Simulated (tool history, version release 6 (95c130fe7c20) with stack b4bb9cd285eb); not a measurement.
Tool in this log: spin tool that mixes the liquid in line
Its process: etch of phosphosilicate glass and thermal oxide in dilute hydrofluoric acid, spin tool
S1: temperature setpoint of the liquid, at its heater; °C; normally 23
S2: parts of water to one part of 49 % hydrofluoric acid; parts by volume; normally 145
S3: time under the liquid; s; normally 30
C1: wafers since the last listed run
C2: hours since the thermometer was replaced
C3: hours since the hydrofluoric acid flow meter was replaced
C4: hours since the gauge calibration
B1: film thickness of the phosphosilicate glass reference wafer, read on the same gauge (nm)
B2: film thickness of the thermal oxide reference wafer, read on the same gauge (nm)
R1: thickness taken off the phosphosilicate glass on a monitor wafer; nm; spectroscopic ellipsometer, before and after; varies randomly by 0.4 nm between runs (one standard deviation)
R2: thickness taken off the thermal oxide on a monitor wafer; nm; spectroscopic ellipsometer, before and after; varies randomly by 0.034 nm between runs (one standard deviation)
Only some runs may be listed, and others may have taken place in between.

run 1 hour=0 | S1=23 S2=160 S3=20 | C1=0 C2=683.9 C3=790.8 C4=36.8 | B1=39.97 B2=110 | R1=25.95 R2=0.56
run 2 hour=47.5 | S1=23 S2=160 S3=20 | C1=651 C2=731.4 C3=838.3 C4=84.3 | B1=39.99 B2=110.004 | R1=25.75 R2=0.603
run 3 hour=83.5 | S1=23 S2=145 S3=30 | C1=494 C2=767.4 C3=874.3 C4=120.3 | B1=40.04 B2=109.998 | R1=43.66 R2=0.962
run 4 hour=139.4 | S1=23 S2=145 S3=30 | C1=767 C2=823.3 C3=930.2 C4=176.2 | B1=40.01 B2=110.023 | R1=43.42 R2=1.037
run 5 hour=196.2 | S1=23 S2=145 S3=30 | C1=779 C2=880.1 C3=987 C4=233 | B1=40 B2=109.995 | R1=43.71 R2=0.972
run 6 hour=251.2 | S1=23 S2=120 S3=15 | C1=754 C2=935.1 C3=1042 C4=288 | B1=40.03 B2=109.998 | R1=27.73 R2=0.606
run 7 hour=305.7 | S1=23 S2=120 S3=15 | C1=748 C2=989.6 C3=1096.5 C4=342.5 | B1=40.02 B2=110.013 | R1=27.63 R2=0.643
run 8 hour=377.5 | S1=23 S2=145 S3=30 | C1=985 C2=1061.4 C3=1168.3 C4=414.3 | B1=40 B2=109.994 | R1=45.74 R2=1.021
run 9 hour=405.8 | S1=23 S2=145 S3=30 | C1=388 C2=1089.7 C3=1196.6 C4=442.6 | B1=39.94 B2=110 | R1=44.58 R2=1.023
run 10 hour=453.6 | S1=23 S2=145 S3=30 | C1=656 C2=1137.5 C3=1244.4 C4=490.4 | B1=40 B2=110.013 | R1=44.44 R2=0.98
run 11 hour=495.6 | S1=23 S2=170 S3=30 | C1=576 C2=1179.5 C3=1286.4 C4=532.4 | B1=40 B2=110.001 | R1=36.97 R2=0.847
run 12 hour=533.4 | S1=19 S2=190 S3=35 | C1=518 C2=1217.3 C3=1324.2 C4=570.2 | B1=39.97 B2=110.002 | R1=32.92 R2=0.763
-- hour=555.8 gauge calibrated
run 13 hour=580.7 | S1=21 S2=145 S3=15 | C1=649 C2=1264.6 C3=1371.5 C4=24.9 | B1=40.01 B2=110.008 | R1=21.12 R2=0.467
run 14 hour=640.7 | S1=23 S2=115 S3=20 | C1=823 C2=1324.6 C3=1431.5 C4=84.9 | B1=39.99 B2=109.993 | R1=39.42 R2=0.855
run 15 hour=673.5 | S1=26 S2=145 S3=40 | C1=450 C2=1357.4 C3=1464.3 C4=117.7 | B1=39.93 B2=110.013 | R1=68.23 R2=1.502
-- hour=702.2 hydrofluoric acid flow meter replaced
run 16 hour=741.4 | S1=23 S2=145 S3=30 | C1=918 C2=1425.3 C3=39.2 C4=185.6 | B1=39.98 B2=110.005 | R1=41.1 R2=0.922
-- hour=833 thermometer replaced
run 17 hour=865.6 | S1=23 S2=145 S3=40 | C1=1691 C2=32.6 C3=163.4 C4=309.8 | B1=40.02 B2=110.012 | R1=55.16 R2=1.216
run 18 hour=911.7 | S1=23 S2=145 S3=15 | C1=632 C2=78.7 C3=209.5 C4=355.9 | B1=39.95 B2=110.009 | R1=20.72 R2=0.49
run 19 hour=960.2 | S1=23 S2=145 S3=30 | C1=665 C2=127.2 C3=258 C4=404.4 | B1=39.99 B2=110.017 | R1=41.52 R2=0.944
run 20 hour=1009 | S1=19 S2=120 S3=15 | C1=669 C2=176 C3=306.8 C4=453.2 | B1=40.01 B2=110.015 | R1=22.17 R2=0.52
run 21 hour=1076.8 | S1=23 S2=145 S3=30 | C1=930 C2=243.8 C3=374.6 C4=521 | B1=39.96 B2=110.009 | R1=42.35 R2=1.025
run 22 hour=1128.2 | S1=19 S2=190 S3=35 | C1=705 C2=295.2 C3=426 C4=572.4 | B1=40.01 B2=110.003 | R1=30.62 R2=0.67
run 23 hour=1161.1 | S1=23 S2=145 S3=30 | C1=451 C2=328.1 C3=458.9 C4=605.3 | B1=40.03 B2=109.995 | R1=42.73 R2=0.964

Alternative continuations, all from the tool just after run 23; predict every row:
run A hour=1161.5 | S1=23 S2=145 S3=30 | C1=5 C2=328.5 C3=459.3 C4=605.7 | B1=? B2=? | R1=? R2=?
run B hour=1161.5 | S1=23 S2=210 S3=30 | C1=5 C2=328.5 C3=459.3 C4=605.7 | B1=? B2=? | R1=? R2=?
run C hour=1161.5 | S1=25.5 S2=145 S3=15 | C1=5 C2=328.5 C3=459.3 C4=605.7 | B1=? B2=? | R1=? R2=?
run D hour=1161.5 | S1=25.5 S2=145 S3=30 | C1=5 C2=328.5 C3=459.3 C4=605.7 | B1=? B2=? | R1=? R2=?

run=A B1=40.01 B2=109.995 R1=42.16 R2=0.982
run=B B1=40.01 B2=109.995 R1=27.18 R2=0.633
run=C B1=40.01 B2=109.995 R1=23.2 R2=0.54
run=D B1=40.01 B2=109.995 R1=46.4 R2=1.081
Had the tool no hidden state, the same runs would have come out as:
run=A R1=40.7 R2=0.948
run=B R1=26.2 R2=0.61
run=C R1=22.39 R2=0.522
run=D R1=44.78 R2=1.043
